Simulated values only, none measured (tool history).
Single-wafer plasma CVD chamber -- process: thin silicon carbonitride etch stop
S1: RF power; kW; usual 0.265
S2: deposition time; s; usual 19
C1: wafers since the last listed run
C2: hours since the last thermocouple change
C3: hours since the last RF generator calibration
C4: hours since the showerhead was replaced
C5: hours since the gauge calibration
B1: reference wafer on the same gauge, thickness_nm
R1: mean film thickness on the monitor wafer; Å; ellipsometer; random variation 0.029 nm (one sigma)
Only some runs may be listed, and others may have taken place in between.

| run | day | S1 | S2 | C1 | C2 | C3 | C4 | C5 | B1 | R1 |
|---|---|---|---|---|---|---|---|---|---|---|
| 1 | 0 | 0.265 | 19 | 0 | 1128 | 1866 | 2763.9 | 1872.4 | 9.699 | 116.93 |
| 2 | 4.092 | 0.265 | 19 | 3037 | 1226.2 | 1964.2 | 2862.1 | 1970.6 | 9.704 | 117.02 |
| 3 | 5.8 | 0.265 | 19 | 1268 | 1267.2 | 2005.2 | 2903.1 | 2011.6 | 9.7 | 116.86 |
| 4 | 9.458 | 0.225 | 16.7 | 2715 | 1355 | 2093 | 2990.9 | 2099.4 | 9.694 | 100.44 |
| 5 | 11.829 | 0.225 | 16.7 | 1759 | 1411.9 | 2149.9 | 3047.8 | 2156.3 | 9.697 | 100.4 |
| 6 | 13.792 | 0.265 | 19 | 1456 | 1459 | 2197 | 3094.9 | 2203.4 | 9.702 | 116.55 |
| 7 | 23.775 | 0.265 | 19 | 7410 | 1698.6 | 2436.6 | 3334.5 | 2443 | 9.696 | 116.37 |
| 8 | 28.15 | 0.265 | 19 | 3247 | 1803.6 | 2541.6 | 3439.5 | 2548 | 9.705 | 116.5 |
| 9 | 30.146 | 0.265 | 20.4 | 1481 | 1851.5 | 2589.5 | 3487.4 | 2595.9 | 9.701 | 124.46 |
| 10 | 34.621 | 0.23 | 19 | 3321 | 1958.9 | 2696.9 | 3594.8 | 2703.3 | 9.708 | 113.09 |
|  | 35.162 | RF generator calibrated |
| 11 | 37.858 | 0.265 | 16.1 | 2155 | 2036.6 | 64.7 | 3672.5 | 2781 | 9.692 | 99.5 |
|  | 40.138 | gauge calibrated |
| 12 | 42.088 | 0.265 | 16.1 | 3139 | 2138.1 | 166.2 | 3774 | 46.8 | 9.702 | 99.77 |
| 13 | 46.088 | 0.265 | 16.1 | 2969 | 2234.1 | 262.2 | 3870 | 142.8 | 9.696 | 100.25 |
| 14 | 52.442 | 0.25 | 17.2 | 4716 | 2386.6 | 414.7 | 4022.5 | 295.3 | 9.701 | 105.69 |
| 15 | 54.012 | 0.315 | 16.4 | 1166 | 2424.3 | 452.4 | 4060.2 | 333 | 9.705 | 104.27 |
| 16 | 57.75 | 0.28 | 17.4 | 2774 | 2514 | 542.1 | 4149.9 | 422.7 | 9.692 | 109.05 |
| 17 | 59.742 | 0.29 | 16.4 | 1478 | 2561.8 | 589.9 | 4197.7 | 470.5 | 9.695 | 103.08 |
| 18 | 63.892 | 0.23 | 17.3 | 3080 | 2661.4 | 689.5 | 4297.3 | 570.1 | 9.697 | 105.25 |
|  | 68.279 | thermocouple changed; heater temperature recalibrated |
| 19 | 68.325 | 0.25 | 21.2 | 3043 | 1.1 | 795.9 | 4403.7 | 676.5 | 9.702 | 130.2 |

What will run 20 give?
| 20 | 70.733 | 0.3 | 20.6 | 1787 | 58.9 | 853.7 | 4461.5 | 734.3 | ? | ? |

{"run 20": {"B1": 9.693, "R1": 129.76}}
With no hidden state in the tool, this same run would have given R1 129.98 Å.

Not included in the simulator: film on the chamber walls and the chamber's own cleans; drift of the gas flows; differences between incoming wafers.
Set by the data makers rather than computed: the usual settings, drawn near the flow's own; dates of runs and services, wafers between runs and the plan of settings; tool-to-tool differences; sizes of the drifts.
